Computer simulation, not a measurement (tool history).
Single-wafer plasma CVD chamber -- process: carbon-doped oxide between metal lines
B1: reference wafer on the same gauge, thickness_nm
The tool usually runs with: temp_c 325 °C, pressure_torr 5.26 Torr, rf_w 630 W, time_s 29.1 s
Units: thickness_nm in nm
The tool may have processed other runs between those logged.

Run 1, hour 0.0: usual settings but rf_w 600 W; B1 191.923. Result: thickness_nm 184.407 nm.
Run 2, hour 7.6: usual settings; B1 191.935. Result: thickness_nm 187.627 nm.
Run 3, hour 20.7: usual settings; B1 192.066. Result: thickness_nm 187.746 nm.
Run 4, hour 29.9: usual settings; B1 192.022. Result: thickness_nm 187.861 nm.
Run 5, hour 43.2: usual settings; B1 191.992. Result: thickness_nm 187.538 nm.
Run 6, hour 92.9: usual settings; B1 191.929. Result: thickness_nm 187.072 nm.
Run 7, hour 101.9: usual settings but rf_w 535 W; B1 191.984. Result: thickness_nm 174.773 nm.
Run 8, hour 110.3: usual settings but rf_w 535 W; B1 191.977. Result: thickness_nm 174.215 nm.
Run 9, hour 123.5: usual settings but rf_w 535 W; B1 191.932. Result: thickness_nm 174.112 nm.
At hour 131.1: gauge calibrated.
At hour 135.0: showerhead replaced.
Run 10, hour 137.9: usual settings; B1 192.044. Result: thickness_nm 187.082 nm.
Run 11, hour 151.4: usual settings; B1 191.982. Result: thickness_nm 186.430 nm.
Run 12, hour 158.1: usual settings but temp_c 311 °C; B1 192.113. Result: thickness_nm 197.508 nm.
Run 13, hour 165.5: usual settings; B1 191.841. Result: thickness_nm 186.789 nm.
Run 14, hour 180.2: usual settings but temp_c 331 °C, pressure_torr 4.91 Torr, time_s 33.1 s; B1 191.949. Result: thickness_nm 204.169 nm.
At hour 190.3: thermocouple changed; heater temperature recalibrated.
At hour 198.4: capacitance manometer re-zeroed and calibrated.
At hour 199.2: RF generator calibrated.
Run 15, hour 199.7: usual settings but pressure_torr 4.05 Torr; B1 192.071. Result: thickness_nm 179.736 nm.
Run 16, hour 200.0: usual settings but temp_c 316 °C, pressure_torr 4.32 Torr, rf_w 590 W, time_s 34.4 s; B1 192.072. Result: thickness_nm 216.122 nm.
Run 17, hour 210.7: usual settings but pressure_torr 4.79 Torr; B1 191.991. Result: thickness_nm 186.741 nm.
Run 18, hour 226.1: usual settings; B1 191.987. Result: thickness_nm 190.841 nm.
Run 19, hour 237.7: usual settings but temp_c 337 °C, pressure_torr 4.84 Torr, rf_w 700 W; B1 192.097. Result: thickness_nm 188.310 nm.
Run 20, hour 248.0: usual settings but rf_w 520 W; B1 191.940. Result: thickness_nm 175.991 nm.
Run 21, hour 263.0: usual settings but temp_c 331 °C, pressure_torr 4.18 Torr, time_s 31.9 s; B1 192.125. Result: thickness_nm 194.292 nm.
Run 22, hour 278.2: usual settings; B1 191.998. Result: thickness_nm 191.012 nm.

What the log doesn't show, run by run:
wafer temperature above the value expected at the setpoint (K): 0 on each run
true pressure above the setpoint (%): 0 on each run
gauge reads high (%): 0 on each run
H1: delivered RF power above the setpoint (%)
run     H1
  1  -5.13
  2  -5.18
  3  -5.28
  4  -5.35
  5  -5.45
  6  -5.83
  7   -5.9
  8  -5.97
  9  -6.07
 10  -6.19
 11   -6.3
 12  -6.35
 13  -6.41
 14  -6.54
 15  -1.31
 16  -1.31
 17  -1.31
 18  -1.31
 19  -1.31
 20  -1.31
 21  -1.32
 22  -1.33

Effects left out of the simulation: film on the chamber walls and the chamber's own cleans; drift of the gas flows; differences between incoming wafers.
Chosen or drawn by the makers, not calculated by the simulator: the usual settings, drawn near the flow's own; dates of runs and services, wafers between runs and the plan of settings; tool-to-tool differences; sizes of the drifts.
